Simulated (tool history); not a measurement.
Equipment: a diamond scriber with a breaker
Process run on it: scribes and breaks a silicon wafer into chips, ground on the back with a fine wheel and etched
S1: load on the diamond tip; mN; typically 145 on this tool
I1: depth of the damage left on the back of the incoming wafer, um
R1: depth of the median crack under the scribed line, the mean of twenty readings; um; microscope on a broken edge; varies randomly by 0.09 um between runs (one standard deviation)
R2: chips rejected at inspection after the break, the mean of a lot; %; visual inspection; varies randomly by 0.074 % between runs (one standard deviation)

run,hour,S1,I1,R1,R2
1,0.0,133,0.34,5.52,7.23
2,22.9,133,0.48,5.62,8.28
3,45.2,133,0.60,5.54,7.58
4,69.7,145,0.48,5.84,5.28
5,157.3,145,0.77,5.62,6.00
6,172.2,145,0.67,5.61,5.79
7,186.7,145,0.61,5.58,6.20
8,209.5,145,0.36,5.60,6.28
# hour 254.2: load on the tip recalibrated
9,279.2,145,0.47,5.52,6.46
10,296.6,162,0.30,5.98,3.49
# hour 300.3: diamond tip replaced by a new one
11,316.1,183,0.50,7.56,5.01
12,338.7,173,0.47,7.23,2.74
13,351.5,145,0.38,6.47,1.13
14,373.7,145,0.41,6.44,1.40
15,402.7,180,0.70,7.31,3.82
16,417.0,102,0.53,5.06,13.69

3 options for the next run, each taken on its own from the tool as it stands now. Forecast them:
A,417.6,169,0.30,?,?
B,417.6,108,0.30,?,?
C,417.6,161,0.30,?,?

run,R1,R2
A,6.90,2.20
B,5.16,10.12
C,6.69,1.53
Stripped of hidden state, with their random variation kept, the same runs would have yielded:
run,R1,R2
A,7.11,3.14
B,5.31,8.03
C,6.88,2.12

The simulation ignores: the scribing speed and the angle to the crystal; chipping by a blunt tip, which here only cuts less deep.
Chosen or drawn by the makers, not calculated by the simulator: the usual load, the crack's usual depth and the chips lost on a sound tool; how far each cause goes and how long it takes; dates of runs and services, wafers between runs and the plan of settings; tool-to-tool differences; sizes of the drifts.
